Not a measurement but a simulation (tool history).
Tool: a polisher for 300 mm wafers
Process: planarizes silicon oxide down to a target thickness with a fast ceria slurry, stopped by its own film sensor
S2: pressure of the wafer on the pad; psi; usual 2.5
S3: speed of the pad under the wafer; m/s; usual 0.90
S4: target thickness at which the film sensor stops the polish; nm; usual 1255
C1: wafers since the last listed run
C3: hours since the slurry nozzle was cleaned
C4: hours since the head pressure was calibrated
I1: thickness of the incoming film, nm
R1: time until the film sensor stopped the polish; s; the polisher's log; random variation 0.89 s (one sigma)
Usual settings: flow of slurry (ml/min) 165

Run 1, hour 0.0: usual settings but S3 1.00 m/s; C1 0; wafers polished on this pad 792; C3 81.2; C4 479.0; I1 2247.2. Result: R1 82.0 s.
Run 2, hour 29.2: usual settings but S3 1.00 m/s; C1 346; wafers polished on this pad 1139; C3 110.4; C4 508.2; I1 2207.1. Result: R1 78.6 s.
At hour 49.2: worn pad replaced by a new one.
Run 3, hour 49.7: usual settings but S4 1146 nm; C1 195; wafers polished on this pad 5; C3 130.9; C4 528.7; I1 2247.3. Result: R1 101.6 s.
Run 4, hour 68.7: usual settings but S4 1146 nm; C1 225; wafers polished on this pad 231; C3 149.9; C4 547.7; I1 2199.5. Result: R1 98.3 s.
Run 5, hour 101.1: usual settings but S4 1146 nm; C1 384; wafers polished on this pad 616; C3 182.3; C4 580.1; I1 2260.4. Result: R1 101.5 s.
Run 6, hour 115.4: usual settings; C1 169; wafers polished on this pad 786; C3 196.6; C4 594.4; I1 2212.6. Result: R1 86.6 s.
Run 7, hour 141.7: usual settings; C1 312; wafers polished on this pad 1098; C3 222.9; C4 620.7; I1 2190.8. Result: R1 86.9 s.
Run 8, hour 158.8: usual settings; C1 203; wafers polished on this pad 1301; C3 240.0; C4 637.8; I1 2214.7. Result: R1 87.1 s.
At hour 179.3: worn pad replaced by a new one.
Run 9, hour 193.6: usual settings; C1 365; wafers polished on this pad 170; C3 274.8; C4 672.6; I1 2223.7. Result: R1 89.9 s.
Run 10, hour 211.1: usual settings but S4 1327 nm; C1 207; wafers polished on this pad 378; C3 292.3; C4 690.1; I1 2194.7. Result: R1 79.0 s.
Run 11, hour 236.1: usual settings but S4 1327 nm; C1 296; wafers polished on this pad 674; C3 317.3; C4 715.1; I1 2197.4. Result: R1 79.9 s.
Run 12, hour 248.3: usual settings; C1 144; wafers polished on this pad 819; C3 329.5; C4 727.3; I1 2198.9. Result: R1 88.0 s.
At hour 263.8: slurry nozzle cleaned.
At hour 272.8: head pressure recalibrated.
Run 13, hour 281.4: usual settings but flow of slurry (ml/min) 135, S4 1535 nm; C1 357; wafers polished on this pad 1177; C3 17.6; C4 8.6; I1 2195.6. Result: R1 63.2 s.
At hour 292.8: worn pad replaced by a new one.
Run 14, hour 305.0: usual settings but flow of slurry (ml/min) 105, S2 2.2 psi, S3 1.20 m/s, S4 1406 nm; C1 232; wafers polished on this pad 144; C3 41.2; C4 32.2; I1 2233.1. Result: R1 64.4 s.
Run 15, hour 324.2: usual settings but S4 1080 nm; C1 227; wafers polished on this pad 372; C3 60.4; C4 51.4; I1 2251.4. Result: R1 107.3 s.
Run 16, hour 346.6: usual settings but flow of slurry (ml/min) 185, S2 2.2 psi, S4 1428 nm; C1 265; wafers polished on this pad 638; C3 82.8; C4 73.8; I1 2236.6. Result: R1 80.2 s.
Run 17, hour 369.2: usual settings but flow of slurry (ml/min) 125, S2 2.2 psi, S3 0.98 m/s, S4 1586 nm; C1 268; wafers polished on this pad 906; C3 105.4; C4 96.4; I1 2218.7. Result: R1 60.6 s.
At hour 415.7: worn pad replaced by a new one.
Run 18, hour 473.9: usual settings; C1 1195; wafers polished on this pad 690; C3 210.1; C4 201.1; I1 2225.2. Result: R1 90.7 s.
Run 19, hour 494.6: usual settings but flow of slurry (ml/min) 130, S4 1549 nm; C1 245; wafers polished on this pad 936; C3 230.8; C4 221.8; I1 2220.5. Result: R1 65.4 s.
Run 20, hour 525.7: usual settings but flow of slurry (ml/min) 140, S3 1.22 m/s, S4 1012 nm; C1 369; wafers polished on this pad 1305; C3 261.9; C4 252.9; I1 2201.6. Result: R1 81.5 s.
At hour 555.1: worn pad replaced by a new one.
Run 21, hour 556.8: usual settings; C1 321; wafers polished on this pad 20; C3 293.0; C4 284.0; I1 2199.5. Result: R1 85.6 s.
Run 22, hour 576.3: usual settings but S2 2.0 psi, S3 0.68 m/s; C1 231; wafers polished on this pad 252; C3 312.5; C4 303.5; I1 2205.1. Result: R1 132.8 s.
Run 23, hour 602.0: usual settings; C1 305; wafers polished on this pad 557; C3 338.2; C4 329.2; I1 2222.5. Result: R1 90.2 s.
At hour 615.5: slurry nozzle cleaned.
Run 24, hour 628.1: usual settings; C1 298; wafers polished on this pad 855; C3 12.6; C4 355.3; I1 2214.8. Result: R1 87.4 s.

3 ways to go on from here, each from the tool as it stands after run 24. What would each give?
Run A, hour 628.5: usual settings; C1 4; wafers polished on this pad 860; C3 13.0; C4 355.7; I1 2198.0. Result: R1 ?.
Run B, hour 628.5: usual settings but flow of slurry (ml/min) 125, S3 0.74 m/s; C1 4; wafers polished on this pad 860; C3 13.0; C4 355.7; I1 2198.0. Result: R1 ?.
Run C, hour 628.5: usual settings but flow of slurry (ml/min) 190, S3 0.98 m/s, S4 950 nm; C1 4; wafers polished on this pad 860; C3 13.0; C4 355.7; I1 2198.0. Result: R1 ?.

run     R1
  A   85.3
  B  108.1
  C  101.9
Without the tool's hidden state the same runs would have given:
run     R1
  A   85.3
  B  108.1
  C  101.9
